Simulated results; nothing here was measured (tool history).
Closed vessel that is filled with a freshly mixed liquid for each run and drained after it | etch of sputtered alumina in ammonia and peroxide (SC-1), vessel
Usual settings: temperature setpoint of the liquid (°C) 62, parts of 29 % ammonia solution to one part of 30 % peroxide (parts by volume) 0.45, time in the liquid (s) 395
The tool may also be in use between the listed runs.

run	hour	temperature setpoint of the liquid (°C)	parts of 29 % ammonia solution to one part of 30 % peroxide (parts by volume)	time in the liquid (s)	wafers since the last listed run	hours since the thermometer was replaced	hours since the ammonia flow meter was replaced	hours since the drum of ammonia solution was connected	hours since the gauge calibration	read-back film thickness of the sputtered alumina reference wafer, read on the same gauge (nm)	thickness taken off the sputtered alumina on a monitor wafer (angstrom)
1	0	62	0.45	470	0	141.7	1240.5	245.5	2181.7	65.91	448.5
2	86	62	0.45	470	5364	227.7	1326.5	331.5	2267.7	65.72	452.1
3	192.5	67.5	0.45	395	6642	334.2	1433	438	2374.2	65.56	492.7
4	277.3	67.5	0.45	395	5289	419	1517.8	522.8	2459	65.34	490.2
5	385.2	67.5	0.45	395	6730	526.9	1625.7	630.7	2566.9	65.13	492.4
# hour 407.6: gauge calibrated
6	424.1	62	0.45	395	2426	565.8	1664.6	669.6	16.5	70.01	395.7
# hour 433.9: ammonia flow meter replaced
7	482.3	62	0.6	395	3567	624	48.4	727.8	74.7	69.91	417.6
# hour 490.9: new drum of ammonia solution connected
8	520.5	62	0.6	395	2320	662.2	86.6	29.6	112.9	69.82	412.3
9	615.8	62	0.6	395	5944	757.5	181.9	124.9	208.2	69.64	407.8
10	668.8	62	0.55	395	3305	810.5	234.9	177.9	261.2	69.56	408.1
11	765.4	62	0.55	395	6025	907.1	331.5	274.5	357.8	69.32	407.7
12	807.2	62	0.55	395	2607	948.9	373.3	316.3	399.6	69.25	404.5
13	882.3	62	0.6	565	4684	1024	448.4	391.4	474.7	69.15	584.1
14	921.8	62	0.45	395	2463	1063.5	487.9	430.9	514.2	69.07	398.4
# hour 979.1: thermometer replaced
15	1007	62	0.55	395	5251	27.9	573.1	516.1	599.4	68.88	397.2
16	1082.8	68	0.3	525	4728	103.7	648.9	591.9	675.2	68.75	691.1
17	1150.7	65.5	0.6	615	4235	171.6	716.8	659.8	743.1	68.61	751.1
# hour 1213.7: new drum of ammonia solution connected
18	1298.6	57	0.6	590	9162	319.5	864.7	84.9	891	68.3	464.5
19	1395.1	67	0.45	395	6019	416	961.2	181.4	987.5	68.12	505.7
20	1458.1	65.5	0.45	395	3929	479	1024.2	244.4	1050.5	67.99	457.8
21	1523.2	56	0.6	220	4060	544.1	1089.3	309.5	1115.6	67.89	163.3
22	1573.5	62	0.45	215	3137	594.4	1139.6	359.8	1165.9	67.77	211.9
23	1643.5	62	0.45	395	4366	664.4	1209.6	429.8	1235.9	67.64	384.8
24	1690	66	0.3	255	2900	710.9	1256.1	476.3	1282.4	67.56	291.2
25	1777.7	62	0.3	245	5470	798.6	1343.8	564	1370.1	67.35	233.1
26	1869.6	68.5	0.25	175	5732	890.5	1435.7	655.9	1462	67.2	224.8
27	1920.4	62	0.45	395	3168	941.3	1486.5	706.7	1512.8	67.11	382.9

Hidden state at the last listed run before each entry between runs and at the first one after, where it differs:
Between runs 5 and 6: gauge calibrated (hour 407.6)
  gauge reads high (%): -6.94 -> 0.0468
  measured less the result without the state, thickness taken off the sputtered alumina on a monitor wafer (angstrom): -36.7 -> +0.2
Between runs 6 and 7: ammonia flow meter replaced (hour 433.9)
  gauge reads high (%): 0.0468 -> -0.117
  measured less the result without the state, thickness taken off the sputtered alumina on a monitor wafer (angstrom): +0.2 -> -0.5
Between runs 7 and 8: new drum of ammonia solution connected (hour 490.9)
  gauge reads high (%): -0.117 -> -0.224
  measured less the result without the state, thickness taken off the sputtered alumina on a monitor wafer (angstrom): -0.5 -> -0.9
Between runs 14 and 15: thermometer replaced (hour 979.1)
  gauge reads high (%): -1.35 -> -1.59
  measured less the result without the state, thickness taken off the sputtered alumina on a monitor wafer (angstrom): -5.5 -> -6.4
Between runs 17 and 18: new drum of ammonia solution connected (hour 1213.7)
  gauge reads high (%): -1.99 -> -2.41
  measured less the result without the state, thickness taken off the sputtered alumina on a monitor wafer (angstrom): -15.2 -> -11.5
